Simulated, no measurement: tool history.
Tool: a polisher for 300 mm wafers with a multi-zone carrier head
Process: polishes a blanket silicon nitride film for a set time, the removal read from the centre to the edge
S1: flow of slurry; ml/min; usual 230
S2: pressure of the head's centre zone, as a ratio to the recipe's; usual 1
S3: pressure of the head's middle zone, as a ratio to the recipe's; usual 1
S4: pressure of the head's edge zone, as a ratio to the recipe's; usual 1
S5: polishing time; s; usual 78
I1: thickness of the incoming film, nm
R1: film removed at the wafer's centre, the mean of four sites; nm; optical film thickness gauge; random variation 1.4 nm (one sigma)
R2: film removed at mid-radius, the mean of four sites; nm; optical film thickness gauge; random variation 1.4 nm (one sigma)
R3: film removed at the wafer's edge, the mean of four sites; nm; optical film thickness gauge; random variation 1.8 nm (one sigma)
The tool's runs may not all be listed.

{"run": 1, "day": 0.0, "S1": 230, "S2": 1.06, "S3": 1, "S4": 1, "S5": 78, "I1": 700.6, "R1": 161.5, "R2": 157, "R3": 154.3}
{"run": 2, "day": 4.15, "S1": 230, "S2": 1.06, "S3": 1, "S4": 1, "S5": 78, "I1": 703.2, "R1": 162.6, "R2": 154.1, "R3": 152.4}
{"run": 3, "day": 5.988, "S1": 230, "S2": 1.06, "S3": 1, "S4": 1, "S5": 78, "I1": 708.9, "R1": 159.4, "R2": 155.3, "R3": 150.8}
{"day": 6.338, "done": "centre zone pressure recalibrated"}
{"run": 4, "day": 10.404, "S1": 230, "S2": 1, "S3": 0.96, "S4": 1, "S5": 78, "I1": 702.6, "R1": 152.4, "R2": 146.7, "R3": 147.8}
{"day": 11.692, "done": "worn pad replaced by a new one"}
{"run": 5, "day": 14.012, "S1": 230, "S2": 1, "S3": 1, "S4": 1, "S5": 78, "I1": 686.2, "R1": 156.4, "R2": 159.2, "R3": 153.9}
{"run": 6, "day": 16.85, "S1": 230, "S2": 1, "S3": 1, "S4": 1, "S5": 78, "I1": 713.4, "R1": 156.4, "R2": 156.5, "R3": 154.3}
{"day": 19.158, "done": "slurry nozzle cleaned"}
{"run": 7, "day": 20.858, "S1": 230, "S2": 1, "S3": 1, "S4": 1, "S5": 78, "I1": 696.6, "R1": 152.7, "R2": 155.3, "R3": 148.3}
{"day": 22.562, "done": "carrier head's membrane replaced by a new one"}
{"day": 22.896, "done": "centre zone pressure recalibrated"}
{"run": 8, "day": 22.979, "S1": 230, "S2": 1, "S3": 1, "S4": 1, "S5": 78, "I1": 708, "R1": 148.7, "R2": 151.8, "R3": 148.7}
{"day": 26.279, "done": "worn pad replaced by a new one"}
{"day": 28.521, "done": "edge zone pressure recalibrated"}
{"run": 9, "day": 34.354, "S1": 230, "S2": 1, "S3": 1, "S4": 1, "S5": 78, "I1": 695.1, "R1": 153.9, "R2": 154.7, "R3": 151.3}
{"run": 10, "day": 36.8, "S1": 230, "S2": 1.06, "S3": 1, "S4": 1, "S5": 60, "I1": 686.6, "R1": 121.1, "R2": 118.4, "R3": 113.8}
{"day": 39.383, "done": "centre zone pressure recalibrated"}
{"run": 11, "day": 40.338, "S1": 230, "S2": 1, "S3": 1, "S4": 1, "S5": 78, "I1": 707, "R1": 148.6, "R2": 149.4, "R3": 145.6}
{"day": 40.617, "done": "worn pad replaced by a new one"}
{"run": 12, "day": 42.571, "S1": 230, "S2": 1.11, "S3": 1, "S4": 1, "S5": 78, "I1": 707.9, "R1": 169.7, "R2": 158.3, "R3": 155.5}
{"run": 13, "day": 46.404, "S1": 230, "S2": 1, "S3": 1, "S4": 1, "S5": 101, "I1": 686.9, "R1": 198.3, "R2": 203.2, "R3": 201.7}
{"day": 47.517, "done": "slurry nozzle cleaned"}
{"day": 52.192, "done": "worn pad replaced by a new one"}
{"run": 14, "day": 52.383, "S1": 250, "S2": 1.05, "S3": 1, "S4": 1, "S5": 78, "I1": 694.7, "R1": 164.2, "R2": 160.2, "R3": 155.3}
{"run": 15, "day": 56.525, "S1": 230, "S2": 1, "S3": 1, "S4": 1, "S5": 78, "I1": 709.2, "R1": 154.6, "R2": 156.4, "R3": 152.3}
{"run": 16, "day": 59.525, "S1": 285, "S2": 1, "S3": 1, "S4": 1.04, "S5": 78, "I1": 691.9, "R1": 156.5, "R2": 159.2, "R3": 156.1}
{"day": 60.704, "done": "centre zone pressure recalibrated"}
{"run": 17, "day": 61.871, "S1": 230, "S2": 1, "S3": 1, "S4": 1, "S5": 78, "I1": 694.4, "R1": 149.4, "R2": 154.6, "R3": 151.5}
{"run": 18, "day": 63.979, "S1": 230, "S2": 1, "S3": 0.93, "S4": 1, "S5": 101, "I1": 700.6, "R1": 198.2, "R2": 184.8, "R3": 191.5}
{"day": 65.867, "done": "worn pad replaced by a new one"}
{"run": 19, "day": 67.862, "S1": 230, "S2": 1, "S3": 1, "S4": 1, "S5": 78, "I1": 711.6, "R1": 153.4, "R2": 154.4, "R3": 152.5}

Forecast each of these 5 alternatives for the next run:
{"run": "A", "day": 67.879, "S1": 230, "S2": 1, "S3": 1, "S4": 1, "S5": 78, "I1": 703.5, "R1": "?", "R2": "?", "R3": "?"}
{"run": "B", "day": 67.879, "S1": 230, "S2": 1.04, "S3": 1, "S4": 1, "S5": 78, "I1": 703.5, "R1": "?", "R2": "?", "R3": "?"}
{"run": "C", "day": 67.879, "S1": 200, "S2": 1, "S3": 1, "S4": 0.94, "S5": 87, "I1": 703.5, "R1": "?", "R2": "?", "R3": "?"}
{"run": "D", "day": 67.879, "S1": 175, "S2": 0.9, "S3": 1.09, "S4": 1.04, "S5": 78, "I1": 703.5, "R1": "?", "R2": "?", "R3": "?"}
{"run": "E", "day": 67.879, "S1": 280, "S2": 1, "S3": 1, "S4": 1, "S5": 78, "I1": 703.5, "R1": "?", "R2": "?", "R3": "?"}

run=A R1=155.8 R2=158.7 R3=154.9
run=B R1=160.1 R2=158.7 R3=154.9
run=C R1=171.2 R2=174.7 R3=167.9
run=D R1=140.7 R2=166.3 R3=153.6
run=E R1=158.8 R2=161.5 R3=157
Without the tool's hidden state the same runs would have given:
run=A R1=156.7 R2=159.7 R3=155.9
run=B R1=161.1 R2=159.7 R3=155.9
run=C R1=172.2 R2=175.8 R3=168.9
run=D R1=141.6 R2=167.3 R3=154.5
run=E R1=159.8 R2=162.5 R3=158
